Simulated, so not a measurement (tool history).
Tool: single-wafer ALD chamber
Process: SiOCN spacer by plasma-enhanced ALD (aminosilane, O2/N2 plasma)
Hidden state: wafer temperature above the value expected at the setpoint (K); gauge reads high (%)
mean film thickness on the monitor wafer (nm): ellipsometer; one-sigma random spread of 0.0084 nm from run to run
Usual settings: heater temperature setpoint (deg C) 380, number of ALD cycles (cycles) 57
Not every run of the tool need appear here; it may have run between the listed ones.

run	hour	heater temperature setpoint (deg C)	number of ALD cycles (cycles)	wafers since the last listed run	hours since the last thermocouple change	hours since the gauge calibration	read-back reference wafer on the same gauge, thickness_nm	mean film thickness on the monitor wafer (nm)
1	0.0	380	57	0	2308.2	24.8	3.339	3.336
2	17.9	380	57	57	2326.1	42.7	3.339	3.344
3	24.2	380	57	20	2332.4	49.0	3.339	3.340
4	31.6	375	57	23	2339.8	56.4	3.341	3.325
5	40.2	391	57	27	2348.4	65.0	3.339	3.340
6	53.7	387	57	43	2361.9	78.5	3.341	3.352
7	103.0	387	57	157	2411.2	127.8	3.341	3.349
8	117.5	376	57	46	2425.7	142.3	3.341	3.337
9	126.8	376	57	29	2435.0	151.6	3.339	3.349
10	134.7	372	51	25	2442.9	159.5	3.341	2.990
11	141.1	375	67	20	2449.3	165.9	3.340	3.941
12	157.0	380	49	50	2465.2	181.8	3.340	2.870
13	169.4	380	57	39	2477.6	194.2	3.338	3.323
# hour 179.9: gauge calibrated
14	185.2	387	67	50	2493.4	5.3	3.339	3.914
15	193.4	380	46	26	2501.6	13.5	3.341	2.707
# hour 205.8: thermocouple changed; heater temperature recalibrated
16	206.3	368	63	15	0.5	26.4	3.340	3.691
17	254.3	389	49	153	48.5	74.4	3.341	2.869
18	271.4	380	57	54	65.6	91.5	3.341	3.342

Across each entry between runs, compare the hidden state at the last listed run before it with the hidden state at the first listed run after it:
Logged between run 13 and run 14: gauge calibrated (hour 179.9)
  both runs share identical hidden conditions
Logged between run 15 and run 16: thermocouple changed; heater temperature recalibrated (hour 205.8)
  both runs share identical hidden conditions

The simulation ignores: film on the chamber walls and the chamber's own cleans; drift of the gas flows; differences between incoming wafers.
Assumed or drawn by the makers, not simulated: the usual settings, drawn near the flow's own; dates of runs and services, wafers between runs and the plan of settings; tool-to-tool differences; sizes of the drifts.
